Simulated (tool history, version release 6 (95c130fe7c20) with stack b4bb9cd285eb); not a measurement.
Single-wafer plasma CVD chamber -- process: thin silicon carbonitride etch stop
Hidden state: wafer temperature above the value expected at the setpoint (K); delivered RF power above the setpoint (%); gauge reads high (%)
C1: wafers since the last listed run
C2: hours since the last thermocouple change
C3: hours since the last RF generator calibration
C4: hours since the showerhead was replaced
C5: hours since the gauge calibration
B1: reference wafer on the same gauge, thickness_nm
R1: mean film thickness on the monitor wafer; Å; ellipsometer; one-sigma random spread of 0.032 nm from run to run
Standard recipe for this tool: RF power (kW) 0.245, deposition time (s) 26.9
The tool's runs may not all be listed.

run 1 hour=0 | RF_power_(kW)=0.245 deposition_time_(s)=26.9 | C1=0 C2=638.2 C3=2054.6 C4=5119.3 C5=146.3 | B1=17.001 | R1=161.45
run 2 hour=29.2 | RF_power_(kW)=0.245 deposition_time_(s)=26.9 | C1=567 C2=667.4 C3=2083.8 C4=5148.5 C5=175.5 | B1=17.017 | R1=161.4
run 3 hour=48.7 | RF_power_(kW)=0.245 deposition_time_(s)=30.4 | C1=379 C2=686.9 C3=2103.3 C4=5168 C5=195 | B1=17.001 | R1=182.62
run 4 hour=123.8 | RF_power_(kW)=0.265 deposition_time_(s)=30.5 | C1=1460 C2=762 C3=2178.4 C4=5243.1 C5=270.1 | B1=16.995 | R1=188.7
run 5 hour=155.1 | RF_power_(kW)=0.245 deposition_time_(s)=26.9 | C1=608 C2=793.3 C3=2209.7 C4=5274.4 C5=301.4 | B1=17.001 | R1=161.91
run 6 hour=218.4 | RF_power_(kW)=0.245 deposition_time_(s)=26.9 | C1=1230 C2=856.6 C3=2273 C4=5337.7 C5=364.7 | B1=16.996 | R1=161.31
-- hour=240.9 RF generator calibrated
run 7 hour=245 | RF_power_(kW)=0.22 deposition_time_(s)=28.1 | C1=361 C2=883.2 C3=4.1 C4=5364.3 C5=391.3 | B1=16.994 | R1=167.74
run 8 hour=279 | RF_power_(kW)=0.22 deposition_time_(s)=28.1 | C1=661 C2=917.2 C3=38.1 C4=5398.3 C5=425.3 | B1=16.987 | R1=167.16
-- hour=299.3 thermocouple changed; heater temperature recalibrated
run 9 hour=305.7 | RF_power_(kW)=0.22 deposition_time_(s)=28.1 | C1=363 C2=6.4 C3=64.8 C4=5425 C5=452 | B1=16.991 | R1=166.69
run 10 hour=319.2 | RF_power_(kW)=0.245 deposition_time_(s)=26.9 | C1=262 C2=19.9 C3=78.3 C4=5438.5 C5=465.5 | B1=16.981 | R1=165.62
run 11 hour=339.3 | RF_power_(kW)=0.245 deposition_time_(s)=22.2 | C1=390 C2=40 C3=98.4 C4=5458.6 C5=485.6 | B1=17.016 | R1=136.42
run 12 hour=357.2 | RF_power_(kW)=0.275 deposition_time_(s)=25.5 | C1=348 C2=57.9 C3=116.3 C4=5476.5 C5=503.5 | B1=17.011 | R1=163.82
-- hour=369.5 gauge calibrated
run 13 hour=383.9 | RF_power_(kW)=0.265 deposition_time_(s)=23.3 | C1=519 C2=84.6 C3=143 C4=5503.2 C5=14.4 | B1=17.005 | R1=147.65
run 14 hour=411.5 | RF_power_(kW)=0.245 deposition_time_(s)=26.9 | C1=536 C2=112.2 C3=170.6 C4=5530.8 C5=42 | B1=16.996 | R1=165.11
run 15 hour=435.4 | RF_power_(kW)=0.275 deposition_time_(s)=31.4 | C1=464 C2=136.1 C3=194.5 C4=5554.7 C5=65.9 | B1=17.002 | R1=200.46
run 16 hour=454 | RF_power_(kW)=0.275 deposition_time_(s)=24.5 | C1=361 C2=154.7 C3=213.1 C4=5573.3 C5=84.5 | B1=17.001 | R1=156.98
-- hour=488 showerhead replaced
run 17 hour=542.3 | RF_power_(kW)=0.245 deposition_time_(s)=31.8 | C1=1561 C2=243 C3=301.4 C4=54.3 C5=172.8 | B1=16.992 | R1=195
run 18 hour=572.5 | RF_power_(kW)=0.245 deposition_time_(s)=23.4 | C1=587 C2=273.2 C3=331.6 C4=84.5 C5=203 | B1=16.995 | R1=143.22
run 19 hour=610.4 | RF_power_(kW)=0.23 deposition_time_(s)=23.8 | C1=736 C2=311.1 C3=369.5 C4=122.4 C5=240.9 | B1=17.007 | R1=142.08

Run 20 is up next; what results do you expect?
run 20 hour=639.8 | RF_power_(kW)=0.22 deposition_time_(s)=28.1 | C1=571 C2=340.5 C3=398.9 C4=151.8 C5=270.3 | B1=? | R1=?

{"run 20": {"B1": 17.003, "R1": 164.54}}
The same run, on a tool lacking any hidden state, would have yielded R1 168.13 Å.
